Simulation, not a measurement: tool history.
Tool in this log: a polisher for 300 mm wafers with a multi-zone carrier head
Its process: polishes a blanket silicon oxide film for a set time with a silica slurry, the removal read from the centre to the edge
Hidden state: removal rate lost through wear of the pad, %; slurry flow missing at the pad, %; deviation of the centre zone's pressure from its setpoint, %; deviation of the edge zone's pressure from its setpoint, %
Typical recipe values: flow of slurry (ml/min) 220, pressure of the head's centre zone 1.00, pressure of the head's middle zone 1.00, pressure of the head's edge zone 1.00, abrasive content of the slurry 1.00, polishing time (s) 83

| run | hour | flow of slurry (ml/min) | pressure of the head's centre zone | pressure of the head's middle zone | pressure of the head's edge zone | abrasive content of the slurry | polishing time (s) | wafers since the last listed run | wafers polished on this pad | hours since the slurry nozzle was cleaned | hours since the centre zone pressure was calibrated | hours since the edge zone pressure was calibrated | hours since the carrier head's membrane was replaced | incoming thickness of the incoming film, nm | film removed at the wafer's centre (angstrom) | film removed at mid-radius (angstrom) | film removed at the wafer's edge (angstrom) |
|---|---|---|---|---|---|---|---|---|---|---|---|---|---|---|---|---|---|
| 1 | 0.0 | 220 | 1.04 | 1.00 | 1.00 | 1.00 | 83 | 0 | 100 | 27.2 | 325.3 | 418.5 | 29.1 | 1176.0 | 2651 | 2603 | 2592 |
| 2 | 15.4 | 220 | 1.00 | 1.00 | 0.95 | 1.00 | 83 | 133 | 234 | 42.6 | 340.7 | 433.9 | 44.5 | 1185.5 | 2561 | 2616 | 2556 |
| 3 | 49.6 | 220 | 1.00 | 1.00 | 0.95 | 1.00 | 83 | 296 | 530 | 76.8 | 374.9 | 468.1 | 78.7 | 1175.0 | 2593 | 2583 | 2494 |
| 4 | 58.8 | 240 | 1.00 | 0.96 | 1.00 | 1.00 | 83 | 79 | 610 | 86.0 | 384.1 | 477.3 | 87.9 | 1176.2 | 2641 | 2566 | 2647 |
| 5 | 65.8 | 240 | 1.00 | 0.96 | 1.00 | 1.00 | 83 | 60 | 671 | 93.0 | 391.1 | 484.3 | 94.9 | 1174.3 | 2630 | 2565 | 2610 |
|  | 79.4 | worn pad replaced by a new one |
| 6 | 79.9 | 240 | 1.00 | 0.96 | 1.00 | 1.00 | 83 | 87 | 4 | 107.1 | 405.2 | 498.4 | 109.0 | 1196.2 | 2615 | 2566 | 2620 |
| 7 | 94.5 | 220 | 1.00 | 1.09 | 1.00 | 1.00 | 83 | 126 | 131 | 121.7 | 419.8 | 513.0 | 123.6 | 1187.2 | 2590 | 2835 | 2621 |
| 8 | 108.4 | 220 | 0.93 | 0.94 | 1.00 | 1.00 | 83 | 120 | 251 | 135.6 | 433.7 | 526.9 | 137.5 | 1179.5 | 2465 | 2523 | 2577 |
| 9 | 126.2 | 220 | 1.00 | 1.00 | 1.00 | 1.00 | 83 | 154 | 406 | 153.4 | 451.5 | 544.7 | 155.3 | 1171.2 | 2599 | 2630 | 2605 |
| 10 | 134.2 | 220 | 1.00 | 1.08 | 1.07 | 1.00 | 107 | 69 | 475 | 161.4 | 459.5 | 552.7 | 163.3 | 1166.3 | 3347 | 3597 | 3491 |
| 11 | 143.0 | 220 | 1.00 | 1.11 | 0.91 | 0.85 | 83 | 76 | 552 | 170.2 | 468.3 | 561.5 | 172.1 | 1165.0 | 2307 | 2597 | 2299 |
| 12 | 151.0 | 220 | 1.00 | 1.00 | 1.00 | 1.00 | 83 | 69 | 621 | 178.2 | 476.3 | 569.5 | 180.1 | 1179.5 | 2639 | 2623 | 2609 |
|  | 153.2 | edge zone pressure recalibrated |
|  | 167.7 | centre zone pressure recalibrated |
| 13 | 168.6 | 220 | 1.00 | 1.00 | 1.00 | 1.00 | 83 | 117 | 739 | 195.8 | 0.9 | 15.4 | 197.7 | 1193.6 | 2584 | 2663 | 2586 |
| 14 | 178.5 | 220 | 1.00 | 0.89 | 1.00 | 0.85 | 83 | 85 | 825 | 205.7 | 10.8 | 25.3 | 207.6 | 1154.6 | 2364 | 2175 | 2405 |
|  | 193.9 | worn pad replaced by a new one |
| 15 | 194.4 | 220 | 1.00 | 1.00 | 1.00 | 1.00 | 83 | 103 | 4 | 221.6 | 26.7 | 41.2 | 223.5 | 1195.0 | 2598 | 2597 | 2638 |
| 16 | 199.5 | 220 | 1.00 | 1.07 | 0.88 | 1.00 | 64 | 44 | 48 | 226.7 | 31.8 | 46.3 | 228.6 | 1186.5 | 2031 | 2159 | 1870 |
| 17 | 209.6 | 220 | 1.00 | 1.00 | 1.00 | 1.00 | 83 | 87 | 136 | 236.8 | 41.9 | 56.4 | 238.7 | 1163.9 | 2539 | 2635 | 2632 |
| 18 | 226.0 | 220 | 1.00 | 1.00 | 1.00 | 1.20 | 70 | 142 | 278 | 253.2 | 58.3 | 72.8 | 255.1 | 1179.8 | 2349 | 2457 | 2420 |
| 19 | 233.9 | 260 | 1.00 | 1.00 | 1.00 | 1.00 | 83 | 68 | 346 | 261.1 | 66.2 | 80.7 | 263.0 | 1181.5 | 2648 | 2744 | 2661 |
| 20 | 240.9 | 220 | 1.00 | 0.97 | 1.00 | 1.00 | 83 | 60 | 407 | 268.1 | 73.2 | 87.7 | 270.0 | 1169.4 | 2567 | 2538 | 2594 |
| 21 | 247.6 | 200 | 1.00 | 0.93 | 1.00 | 1.00 | 57 | 58 | 465 | 274.8 | 79.9 | 94.4 | 276.7 | 1192.7 | 1779 | 1698 | 1775 |
| 22 | 253.6 | 220 | 1.00 | 1.00 | 1.00 | 1.00 | 83 | 52 | 517 | 280.8 | 85.9 | 100.4 | 282.7 | 1207.0 | 2611 | 2616 | 2617 |
| 23 | 265.3 | 220 | 1.00 | 1.00 | 1.00 | 0.85 | 83 | 101 | 619 | 292.5 | 97.6 | 112.1 | 294.4 | 1175.8 | 2370 | 2368 | 2358 |

What if the next run were any one of these 3? Each begins from the tool's condition after run 23:
| A | 265.7 | 220 | 1.00 | 1.00 | 1.00 | 1.00 | 83 | 3 | 622 | 292.9 | 98.0 | 112.5 | 294.8 | 1170.6 | ? | ? | ? |
| B | 265.7 | 220 | 0.95 | 1.00 | 1.00 | 0.85 | 83 | 3 | 622 | 292.9 | 98.0 | 112.5 | 294.8 | 1170.6 | ? | ? | ? |
| C | 265.7 | 290 | 0.91 | 1.00 | 1.00 | 1.00 | 83 | 3 | 622 | 292.9 | 98.0 | 112.5 | 294.8 | 1170.6 | ? | ? | ? |

| run | film removed at the wafer's centre (angstrom) | film removed at mid-radius (angstrom) | film removed at the wafer's edge (angstrom) |
|---|---|---|---|
| A | 2593 | 2618 | 2642 |
| B | 2263 | 2388 | 2409 |
| C | 2485 | 2710 | 2712 |
Without the tool's unlogged condition, the same runs would have read:
| run | film removed at the wafer's centre (angstrom) | film removed at mid-radius (angstrom) | film removed at the wafer's edge (angstrom) |
|---|---|---|---|
| A | 2593 | 2618 | 2642 |
| B | 2263 | 2388 | 2409 |
| C | 2485 | 2710 | 2712 |

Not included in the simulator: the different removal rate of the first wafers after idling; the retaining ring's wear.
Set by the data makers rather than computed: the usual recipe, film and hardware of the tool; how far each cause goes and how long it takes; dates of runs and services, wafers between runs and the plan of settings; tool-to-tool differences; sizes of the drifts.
